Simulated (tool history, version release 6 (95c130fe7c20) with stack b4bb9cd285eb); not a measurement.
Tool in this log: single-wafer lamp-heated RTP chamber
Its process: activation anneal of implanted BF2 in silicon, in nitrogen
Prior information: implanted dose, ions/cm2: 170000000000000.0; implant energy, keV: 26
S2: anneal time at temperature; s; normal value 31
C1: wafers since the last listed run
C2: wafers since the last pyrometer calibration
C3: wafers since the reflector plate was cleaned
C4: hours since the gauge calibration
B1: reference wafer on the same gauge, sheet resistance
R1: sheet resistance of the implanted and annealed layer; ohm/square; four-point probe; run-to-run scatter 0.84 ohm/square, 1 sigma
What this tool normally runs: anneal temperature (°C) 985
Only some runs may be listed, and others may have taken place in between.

run 1 hour=0 | anneal_temperature_(°C)=985 S2=31 | C1=0 C2=1614 C3=9278 C4=82.7 | B1=455.18 | R1=561.77
run 2 hour=23.1 | anneal_temperature_(°C)=985 S2=31 | C1=316 C2=1931 C3=9595 C4=105.8 | B1=454.83 | R1=560.92
run 3 hour=61.5 | anneal_temperature_(°C)=985 S2=31 | C1=526 C2=2458 C3=10122 C4=144.2 | B1=455.02 | R1=561.81
run 4 hour=85.5 | anneal_temperature_(°C)=985 S2=31 | C1=329 C2=2787 C3=10451 C4=168.2 | B1=455.05 | R1=560.99
run 5 hour=180 | anneal_temperature_(°C)=985 S2=39 | C1=1296 C2=4083 C3=11747 C4=262.7 | B1=455.05 | R1=560.51
run 6 hour=207 | anneal_temperature_(°C)=985 S2=39 | C1=370 C2=4454 C3=12118 C4=289.7 | B1=455.05 | R1=559.79
run 7 hour=241 | anneal_temperature_(°C)=985 S2=39 | C1=466 C2=4920 C3=12584 C4=323.7 | B1=454.74 | R1=558.8
run 8 hour=271.2 | anneal_temperature_(°C)=985 S2=31 | C1=414 C2=5334 C3=12998 C4=353.9 | B1=454.94 | R1=560.4
run 9 hour=288.4 | anneal_temperature_(°C)=985 S2=31 | C1=235 C2=5570 C3=13234 C4=371.1 | B1=455.03 | R1=560.55
run 10 hour=314.7 | anneal_temperature_(°C)=985 S2=31 | C1=360 C2=5931 C3=13595 C4=397.4 | B1=455.12 | R1=560.51
run 11 hour=340 | anneal_temperature_(°C)=985 S2=21 | C1=347 C2=6278 C3=13942 C4=422.7 | B1=455.36 | R1=563.22
-- hour=366.5 reflector plate cleaned
run 12 hour=367 | anneal_temperature_(°C)=985 S2=21 | C1=260 C2=6539 C3=7 C4=449.7 | B1=454.89 | R1=563.34
run 13 hour=381.5 | anneal_temperature_(°C)=985 S2=21 | C1=198 C2=6738 C3=206 C4=464.2 | B1=455.26 | R1=562.26
run 14 hour=412 | anneal_temperature_(°C)=985 S2=31 | C1=418 C2=7156 C3=624 C4=494.7 | B1=454.8 | R1=559.52
-- hour=412.6 gauge calibrated
-- hour=435.6 pyrometer window cleaned and pyrometer calibrated
run 15 hour=436.1 | anneal_temperature_(°C)=985 S2=31 | C1=220 C2=7 C3=845 C4=23.5 | B1=454.97 | R1=563.08
run 16 hour=457.7 | anneal_temperature_(°C)=985 S2=47 | C1=296 C2=303 C3=1141 C4=45.1 | B1=454.74 | R1=559.85
run 17 hour=476.6 | anneal_temperature_(°C)=985 S2=31 | C1=259 C2=563 C3=1401 C4=64 | B1=455.17 | R1=563.12
run 18 hour=502.2 | anneal_temperature_(°C)=985 S2=31 | C1=351 C2=914 C3=1752 C4=89.6 | B1=455.19 | R1=563.7
run 19 hour=516 | anneal_temperature_(°C)=1004 S2=19 | C1=189 C2=1103 C3=1941 C4=103.4 | B1=454.86 | R1=560.5
run 20 hour=531.8 | anneal_temperature_(°C)=985 S2=31 | C1=216 C2=1320 C3=2158 C4=119.2 | B1=454.88 | R1=565.17
run 21 hour=545.3 | anneal_temperature_(°C)=985 S2=31 | C1=185 C2=1505 C3=2343 C4=132.7 | B1=454.66 | R1=562.57
run 22 hour=564.5 | anneal_temperature_(°C)=1002 S2=37 | C1=263 C2=1768 C3=2606 C4=151.9 | B1=454.91 | R1=556.78
run 23 hour=591.7 | anneal_temperature_(°C)=962 S2=15 | C1=373 C2=2141 C3=2979 C4=179.1 | B1=455.1 | R1=585.21
run 24 hour=625.7 | anneal_temperature_(°C)=985 S2=31 | C1=466 C2=2608 C3=3446 C4=213.1 | B1=454.94 | R1=564.43
run 25 hour=712 | anneal_temperature_(°C)=985 S2=45 | C1=1183 C2=3791 C3=4629 C4=299.4 | B1=454.86 | R1=560.23
run 26 hour=740.4 | anneal_temperature_(°C)=985 S2=18 | C1=389 C2=4181 C3=5019 C4=327.8 | B1=455.11 | R1=566.05
run 27 hour=754.5 | anneal_temperature_(°C)=985 S2=31 | C1=193 C2=4374 C3=5212 C4=341.9 | B1=454.73 | R1=562.51
run 28 hour=770.7 | anneal_temperature_(°C)=985 S2=22 | C1=222 C2=4597 C3=5435 C4=358.1 | B1=454.96 | R1=564.55
run 29 hour=790.3 | anneal_temperature_(°C)=963 S2=22 | C1=268 C2=4865 C3=5703 C4=377.7 | B1=455.22 | R1=574.16
run 30 hour=805.3 | anneal_temperature_(°C)=965 S2=31 | C1=205 C2=5071 C3=5909 C4=392.7 | B1=454.97 | R1=570.57
run 31 hour=833.6 | anneal_temperature_(°C)=985 S2=13 | C1=388 C2=5459 C3=6297 C4=421 | B1=454.67 | R1=567

Below are 3 alternative next runs, each starting from the tool's condition after run 31. Predict each:
run A hour=834 | anneal_temperature_(°C)=985 S2=31 | C1=5 C2=5465 C3=6303 C4=421.4 | B1=? | R1=?
run B hour=834 | anneal_temperature_(°C)=958 S2=25 | C1=5 C2=5465 C3=6303 C4=421.4 | B1=? | R1=?
run C hour=834 | anneal_temperature_(°C)=998 S2=44 | C1=5 C2=5465 C3=6303 C4=421.4 | B1=? | R1=?

run=A B1=454.99 R1=561.68
run=B B1=454.99 R1=577.66
run=C B1=454.99 R1=556.42
Without the tool's hidden state the same runs would have given:
run=A R1=563.52
run=B R1=586.62
run=C R1=557.78

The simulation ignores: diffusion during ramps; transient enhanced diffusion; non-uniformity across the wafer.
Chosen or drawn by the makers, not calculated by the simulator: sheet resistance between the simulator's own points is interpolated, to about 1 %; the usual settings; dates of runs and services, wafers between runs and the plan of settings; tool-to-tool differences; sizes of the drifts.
